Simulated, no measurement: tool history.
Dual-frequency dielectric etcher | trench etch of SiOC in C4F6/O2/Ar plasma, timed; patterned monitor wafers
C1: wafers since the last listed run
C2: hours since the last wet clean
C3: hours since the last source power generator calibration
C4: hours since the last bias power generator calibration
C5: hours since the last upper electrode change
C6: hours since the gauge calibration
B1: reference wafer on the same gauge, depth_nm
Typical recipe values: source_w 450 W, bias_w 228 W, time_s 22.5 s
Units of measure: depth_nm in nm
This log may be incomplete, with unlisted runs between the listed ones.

Run 1, hour 0: usual settings but time_s 27 s; C1 0; C2 191.7; C3 1647.8; C4 4591.5; C5 3165.4; C6 16.7; B1 60.8. Result: depth_nm 65.1 nm.
Run 2, hour 8: usual settings but time_s 27 s; C1 96; C2 199.7; C3 1655.8; C4 4599.5; C5 3173.4; C6 24.7; B1 61. Result: depth_nm 65.2 nm.
Run 3, hour 16.8: usual settings but bias_w 198 W, time_s 17 s; C1 106; C2 208.5; C3 1664.6; C4 4608.3; C5 3182.2; C6 33.5; B1 61.1. Result: depth_nm 39.5 nm.
Run 4, hour 25.5: usual settings but bias_w 198 W, time_s 17 s; C1 104; C2 217.2; C3 1673.3; C4 4617; C5 3190.9; C6 42.2; B1 61. Result: depth_nm 40.1 nm.
Run 5, hour 40.9: usual settings but bias_w 198 W, time_s 17 s; C1 185; C2 232.6; C3 1688.7; C4 4632.4; C5 3206.3; C6 57.6; B1 60.9. Result: depth_nm 39.6 nm.
Run 6, hour 52.3: usual settings; C1 137; C2 244; C3 1700.1; C4 4643.8; C5 3217.7; C6 69; B1 61.1. Result: depth_nm 55.2 nm.
At hour 63.6: source power generator calibrated.
Run 7, hour 70: usual settings; C1 165; C2 261.7; C3 6.4; C4 4661.5; C5 3235.4; C6 86.7; B1 61. Result: depth_nm 55 nm.
At hour 111.6: upper electrode replaced.
Run 8, hour 112.1: usual settings; C1 218; C2 303.8; C3 48.5; C4 4703.6; C5 0.5; C6 128.8; B1 61.2. Result: depth_nm 55.3 nm.
Run 9, hour 112.4: usual settings but source_w 530 W, bias_w 280 W; C1 3; C2 304.1; C3 48.8; C4 4703.9; C5 0.8; C6 129.1; B1 61. Result: depth_nm 60.6 nm.
Run 10, hour 112.8: usual settings but source_w 510 W; C1 4; C2 304.5; C3 49.2; C4 4704.3; C5 1.2; C6 129.5; B1 61. Result: depth_nm 57.5 nm.
At hour 137: wet clean of the chamber.
Run 11, hour 137.5: usual settings but source_w 360 W, bias_w 198 W, time_s 20 s; C1 8; C2 0.5; C3 73.9; C4 4729; C5 25.9; C6 154.2; B1 60.8. Result: depth_nm 42.6 nm.
Run 12, hour 139.4: usual settings but source_w 360 W; C1 22; C2 2.4; C3 75.8; C4 4730.9; C5 27.8; C6 156.1; B1 61.1. Result: depth_nm 49.5 nm.
Run 13, hour 148.8: usual settings but source_w 410 W, bias_w 252 W; C1 113; C2 11.8; C3 85.2; C4 4740.3; C5 37.2; C6 165.5; B1 61. Result: depth_nm 53 nm.
Run 14, hour 165.5: usual settings but source_w 500 W, time_s 24.5 s; C1 201; C2 28.5; C3 101.9; C4 4757; C5 53.9; C6 182.2; B1 61. Result: depth_nm 59.7 nm.
Run 15, hour 171.6: usual settings; C1 73; C2 34.6; C3 108; C4 4763.1; C5 60; C6 188.3; B1 61. Result: depth_nm 53.2 nm.
Run 16, hour 185.9: usual settings but source_w 420 W, bias_w 199 W; C1 172; C2 48.9; C3 122.3; C4 4777.4; C5 74.3; C6 202.6; B1 61. Result: depth_nm 50.2 nm.
Run 17, hour 192.1: usual settings; C1 74; C2 55.1; C3 128.5; C4 4783.6; C5 80.5; C6 208.8; B1 60.9. Result: depth_nm 53.1 nm.
At hour 201.5: bias power generator calibrated.
Run 18, hour 202.2: usual settings but bias_w 198 W, time_s 17 s; C1 73; C2 65.2; C3 138.6; C4 0.7; C5 90.6; C6 218.9; B1 61. Result: depth_nm 39.2 nm.
Run 19, hour 215.2: usual settings but source_w 560 W, bias_w 253 W, time_s 25.5 s; C1 156; C2 78.2; C3 151.6; C4 13.7; C5 103.6; C6 231.9; B1 60.8. Result: depth_nm 67.7 nm.
Run 20, hour 226.3: usual settings but bias_w 269 W, time_s 19.5 s; C1 133; C2 89.3; C3 162.7; C4 24.8; C5 114.7; C6 243; B1 61. Result: depth_nm 49.2 nm.
Run 21, hour 236.8: usual settings but source_w 380 W, time_s 19 s; C1 126; C2 99.8; C3 173.2; C4 35.3; C5 125.2; C6 253.5; B1 61.1. Result: depth_nm 43.3 nm.
Run 22, hour 247.2: usual settings; C1 125; C2 110.2; C3 183.6; C4 45.7; C5 135.6; C6 263.9; B1 61.1. Result: depth_nm 53.8 nm.
Run 23, hour 255: usual settings but bias_w 178 W, time_s 28.5 s; C1 94; C2 118; C3 191.4; C4 53.5; C5 143.4; C6 271.7; B1 60.9. Result: depth_nm 64 nm.
Run 24, hour 272.7: usual settings but source_w 400 W, bias_w 250 W, time_s 16 s; C1 213; C2 135.7; C3 209.1; C4 71.2; C5 161.1; C6 289.4; B1 60.9. Result: depth_nm 38.3 nm.
Run 25, hour 284: usual settings; C1 136; C2 147; C3 220.4; C4 82.5; C5 172.4; C6 300.7; B1 61.1. Result: depth_nm 54 nm.
Run 26, hour 300.7: usual settings but source_w 380 W, bias_w 256 W, time_s 19.5 s; C1 201; C2 163.7; C3 237.1; C4 99.2; C5 189.1; C6 317.4; B1 61. Result: depth_nm 46.3 nm.
Run 27, hour 316.3: usual settings but source_w 490 W, bias_w 209 W, time_s 27 s; C1 188; C2 179.3; C3 252.7; C4 114.8; C5 204.7; C6 333; B1 61. Result: depth_nm 65.4 nm.
At hour 325.9: gauge calibrated.
Run 28, hour 331.8: usual settings but bias_w 208 W; C1 186; C2 194.8; C3 268.2; C4 130.3; C5 220.2; C6 5.9; B1 61.1. Result: depth_nm 53.3 nm.
Run 29, hour 340.5: usual settings but source_w 350 W, bias_w 276 W, time_s 18 s; C1 104; C2 203.5; C3 276.9; C4 139; C5 228.9; C6 14.6; B1 61.1. Result: depth_nm 43 nm.

Hidden state at the last listed run before each entry between runs and at the first one after, where it differs:
After run 6, before run 7: source power generator calibrated (hour 63.6)
  etch rate over this chamber's usual, %: 3.71 -> 3.97
  measured minus no-state result, depth_nm: +2 -> +2.1 nm
After run 7, before run 8: upper electrode replaced (hour 111.6)
  etch rate over this chamber's usual, %: 3.97 -> 4.58
  measured minus no-state result, depth_nm: +2.1 -> +2.4 nm
After run 10, before run 11: wet clean of the chamber (hour 137)
  etch rate over this chamber's usual, %: 4.59 -> 0.401
  measured minus no-state result, depth_nm: +2.5 -> +0.2 nm
After run 17, before run 18: bias power generator calibrated (hour 201.5)
  etch rate over this chamber's usual, %: 1.2 -> 1.35
  measured minus no-state result, depth_nm: +0.6 -> +0.6 nm
After run 27, before run 28: gauge calibrated (hour 325.9)
  etch rate over this chamber's usual, %: 3.02 -> 3.24
  measured minus no-state result, depth_nm: +1.9 -> +1.7 nm
